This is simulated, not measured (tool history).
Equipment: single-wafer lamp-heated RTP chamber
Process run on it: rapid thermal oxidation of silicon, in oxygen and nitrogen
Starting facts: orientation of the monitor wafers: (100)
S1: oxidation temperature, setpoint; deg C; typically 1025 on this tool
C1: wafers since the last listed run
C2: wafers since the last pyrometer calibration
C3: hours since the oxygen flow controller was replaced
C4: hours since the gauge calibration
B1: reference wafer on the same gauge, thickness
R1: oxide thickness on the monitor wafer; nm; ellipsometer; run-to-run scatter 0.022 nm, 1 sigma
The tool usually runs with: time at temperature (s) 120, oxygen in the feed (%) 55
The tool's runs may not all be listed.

Run 1, day 0.000: usual settings; C1 0; C2 119; C3 2352.4; C4 366.9; B1 8.269. Result: R1 7.623 nm.
Run 2, day 1.050: usual settings; C1 120; C2 240; C3 2377.6; C4 392.1; B1 8.284. Result: R1 7.644 nm.
Run 3, day 2.429: usual settings but S1 1040 deg C; C1 158; C2 398; C3 2410.7; C4 425.2; B1 8.279. Result: R1 8.504 nm.
Run 4, day 5.125: usual settings but S1 1040 deg C; C1 309; C2 707; C3 2475.4; C4 489.9; B1 8.286. Result: R1 8.526 nm.
Run 5, day 6.004: usual settings but S1 1040 deg C; C1 100; C2 808; C3 2496.5; C4 511.0; B1 8.277. Result: R1 8.524 nm.
Run 6, day 6.579: usual settings but time at temperature (s) 165; C1 65; C2 874; C3 2510.3; C4 524.8; B1 8.279. Result: R1 8.864 nm.
Run 7, day 7.821: usual settings but time at temperature (s) 84; C1 142; C2 1016; C3 2540.1; C4 554.6; B1 8.282. Result: R1 6.524 nm.
Run 8, day 8.908: usual settings but S1 1047 deg C; C1 124; C2 1141; C3 2566.2; C4 580.7; B1 8.267. Result: R1 8.994 nm.
Run 9, day 9.608: usual settings; C1 80; C2 1222; C3 2583.0; C4 597.5; B1 8.282. Result: R1 7.668 nm.
Run 10, day 10.900: usual settings but oxygen in the feed (%) 35; C1 148; C2 1370; C3 2614.0; C4 628.5; B1 8.282. Result: R1 6.502 nm.
At day 11.300: gauge calibrated.
At day 12.104: oxygen flow controller replaced.
Run 11, day 12.125: usual settings; C1 102; C2 1472; C3 0.5; C4 19.8; B1 8.286. Result: R1 7.630 nm.
Run 12, day 12.912: usual settings but S1 1037 deg C; C1 90; C2 1562; C3 19.4; C4 38.7; B1 8.269. Result: R1 8.331 nm.
Run 13, day 14.329: usual settings; C1 162; C2 1725; C3 53.4; C4 72.7; B1 8.281. Result: R1 7.650 nm.
Run 14, day 15.275: usual settings; C1 108; C2 1833; C3 76.1; C4 95.4; B1 8.269. Result: R1 7.628 nm.
At day 15.721: pyrometer window cleaned and pyrometer calibrated.
Run 15, day 16.017: usual settings; C1 46; C2 33; C3 93.9; C4 113.2; B1 8.280. Result: R1 7.677 nm.
Run 16, day 17.125: usual settings but S1 1008 deg C; C1 127; C2 160; C3 120.5; C4 139.8; B1 8.277. Result: R1 6.769 nm.
Run 17, day 18.150: usual settings but oxygen in the feed (%) 27; C1 117; C2 278; C3 145.1; C4 164.4; B1 8.284. Result: R1 5.935 nm.
Run 18, day 19.421: usual settings but S1 1011 deg C; C1 145; C2 424; C3 175.6; C4 194.9; B1 8.275. Result: R1 6.920 nm.
Run 19, day 20.400: usual settings but time at temperature (s) 176, oxygen in the feed (%) 37; C1 112; C2 536; C3 199.1; C4 218.4; B1 8.279. Result: R1 7.948 nm.
Run 20, day 21.446: usual settings but S1 1037 deg C, time at temperature (s) 87, oxygen in the feed (%) 73; C1 120; C2 656; C3 224.2; C4 243.5; B1 8.284. Result: R1 7.983 nm.
Run 21, day 22.046: usual settings; C1 68; C2 725; C3 238.6; C4 257.9; B1 8.268. Result: R1 7.643 nm.
Run 22, day 24.750: usual settings but S1 1051 deg C, time at temperature (s) 164, oxygen in the feed (%) 33; C1 310; C2 1035; C3 303.5; C4 322.8; B1 8.277. Result: R1 8.800 nm.
Run 23, day 26.217: usual settings but S1 1046 deg C, oxygen in the feed (%) 65; C1 168; C2 1204; C3 338.7; C4 358.0; B1 8.281. Result: R1 9.375 nm.
Run 24, day 27.025: usual settings; C1 92; C2 1296; C3 358.1; C4 377.4; B1 8.266. Result: R1 7.660 nm.
Run 25, day 27.812: usual settings but S1 1013 deg C, time at temperature (s) 97, oxygen in the feed (%) 37; C1 90; C2 1387; C3 377.0; C4 396.3; B1 8.281. Result: R1 5.572 nm.

Forecast each of these 3 alternatives for the next run:
Run A, day 27.833: usual settings; C1 2; C2 1389; C3 377.5; C4 396.8; B1 ?. Result: R1 ?.
Run B, day 27.833: usual settings but S1 1009 deg C, time at temperature (s) 100, oxygen in the feed (%) 43; C1 2; C2 1389; C3 377.5; C4 396.8; B1 ?. Result: R1 ?.
Run C, day 27.833: usual settings but S1 1045 deg C, time at temperature (s) 173, oxygen in the feed (%) 34; C1 2; C2 1389; C3 377.5; C4 396.8; B1 ?. Result: R1 ?.

run     B1     R1
  A  8.275  7.684
  B  8.275  5.792
  C  8.275  8.797
The same runs, with their run-to-run variation unchanged, on a tool lacking any hidden condition would have given:
run     R1
  A  7.684
  B  5.792
  C  8.797
